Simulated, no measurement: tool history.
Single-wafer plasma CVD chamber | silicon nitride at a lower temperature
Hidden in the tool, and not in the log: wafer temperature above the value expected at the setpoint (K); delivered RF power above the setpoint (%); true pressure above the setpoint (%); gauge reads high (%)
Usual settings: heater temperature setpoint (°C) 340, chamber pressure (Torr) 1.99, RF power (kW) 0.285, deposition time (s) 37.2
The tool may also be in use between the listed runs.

run	hour	heater temperature setpoint (°C)	chamber pressure (Torr)	RF power (kW)	deposition time (s)	wafers since the last listed run	hours since the last thermocouple change	hours since the last RF generator calibration	hours since the last manometer calibration	hours since the showerhead was replaced	hours since the gauge calibration	read-back reference wafer on the same gauge, thickness_nm	mean film thickness on the monitor wafer (Å)
1	0.0	340	2.21	0.285	37.2	0	914.5	1133.7	1117.2	2177.5	347.8	50.777	481.45
2	14.7	340	2.21	0.285	37.2	327	929.2	1148.4	1131.9	2192.2	362.5	50.798	475.03
3	32.2	340	1.99	0.285	37.2	389	946.7	1165.9	1149.4	2209.7	380.0	50.825	458.09
4	54.5	340	1.99	0.285	37.2	496	969.0	1188.2	1171.7	2232.0	402.3	50.873	456.46
5	160.0	340	1.99	0.285	37.2	2347	1074.5	1293.7	1277.2	2337.5	507.8	50.835	455.38
6	177.4	340	1.99	0.285	37.2	387	1091.9	1311.1	1294.6	2354.9	525.2	50.866	456.55
7	204.8	340	1.99	0.285	37.2	609	1119.3	1338.5	1322.0	2382.3	552.6	50.800	451.01
8	222.1	340	1.99	0.285	37.2	384	1136.6	1355.8	1339.3	2399.6	569.9	50.823	452.25
# hour 231.4: gauge calibrated
9	234.3	340	1.99	0.285	37.2	271	1148.8	1368.0	1351.5	2411.8	2.9	50.871	450.02
10	252.0	340	1.99	0.285	37.2	393	1166.5	1385.7	1369.2	2429.5	20.6	50.778	447.76
11	283.4	340	1.99	0.285	37.2	698	1197.9	1417.1	1400.6	2460.9	52.0	50.709	451.34
# hour 314.4: RF generator calibrated
12	314.9	340	1.99	0.285	37.2	522	1229.4	0.5	1432.1	2492.4	83.5	50.741	464.76
13	327.8	340	1.99	0.245	39.6	287	1242.3	13.4	1445.0	2505.3	96.4	50.782	457.43
14	349.1	340	1.99	0.285	37.2	473	1263.6	34.7	1466.3	2526.6	117.7	50.863	468.97
15	384.9	351	2.34	0.320	30.4	796	1299.4	70.5	1502.1	2562.4	153.5	50.695	427.15
16	398.1	352	2.22	0.315	37.2	293	1312.6	83.7	1515.3	2575.6	166.7	50.764	512.55
17	432.0	340	1.99	0.310	37.2	754	1346.5	117.6	1549.2	2609.5	200.6	50.820	488.13
# hour 440.1: thermocouple changed; heater temperature recalibrated
18	466.1	340	1.99	0.285	37.2	580	26.0	151.7	1583.3	2643.6	234.7	50.789	466.70
# hour 477.2: capacitance manometer re-zeroed and calibrated
19	496.5	340	2.21	0.285	37.2	498	56.4	182.1	19.3	2674.0	265.1	50.755	488.47
# hour 531.8: showerhead replaced
20	532.3	332	1.77	0.285	37.2	618	92.2	217.9	55.1	0.5	300.9	50.750	445.59
21	561.2	340	1.99	0.285	37.2	643	121.1	246.8	84.0	29.4	329.8	50.876	467.89
22	574.9	340	1.99	0.285	37.2	304	134.8	260.5	97.7	43.1	343.5	50.803	470.04
23	592.2	340	1.99	0.285	37.2	384	152.1	277.8	115.0	60.4	360.8	50.769	469.61
24	615.9	340	1.99	0.285	42.4	527	175.8	301.5	138.7	84.1	384.5	50.939	530.08
25	647.2	355	1.67	0.320	42.7	696	207.1	332.8	170.0	115.4	415.8	50.746	528.05
26	659.9	340	1.99	0.285	37.2	282	219.8	345.5	182.7	128.1	428.5	50.857	465.32
27	680.3	340	1.69	0.285	37.2	453	240.2	365.9	203.1	148.5	448.9	50.750	433.84
28	696.0	340	1.99	0.325	37.2	349	255.9	381.6	218.8	164.2	464.6	50.807	497.95
29	709.8	333	2.14	0.235	34.6	307	269.7	395.4	232.6	178.0	478.4	50.855	400.00

Forecast each of these 4 alternatives for the next run:
A	710.2	340	1.99	0.285	37.2	8	270.1	395.8	233.0	178.4	478.8	?	?
B	710.2	340	2.12	0.285	44.0	8	270.1	395.8	233.0	178.4	478.8	?	?
C	710.2	332	1.99	0.270	34.2	8	270.1	395.8	233.0	178.4	478.8	?	?
D	710.2	340	1.99	0.250	31.7	8	270.1	395.8	233.0	178.4	478.8	?	?

run	read-back reference wafer on the same gauge, thickness_nm	mean film thickness on the monitor wafer (Å)
A	50.753	462.04
B	50.753	559.88
C	50.753	413.31
D	50.753	365.46
Without the tool's hidden state the same runs would have given:
run	mean film thickness on the monitor wafer (Å)
A	469.70
B	569.17
C	420.42
D	371.74

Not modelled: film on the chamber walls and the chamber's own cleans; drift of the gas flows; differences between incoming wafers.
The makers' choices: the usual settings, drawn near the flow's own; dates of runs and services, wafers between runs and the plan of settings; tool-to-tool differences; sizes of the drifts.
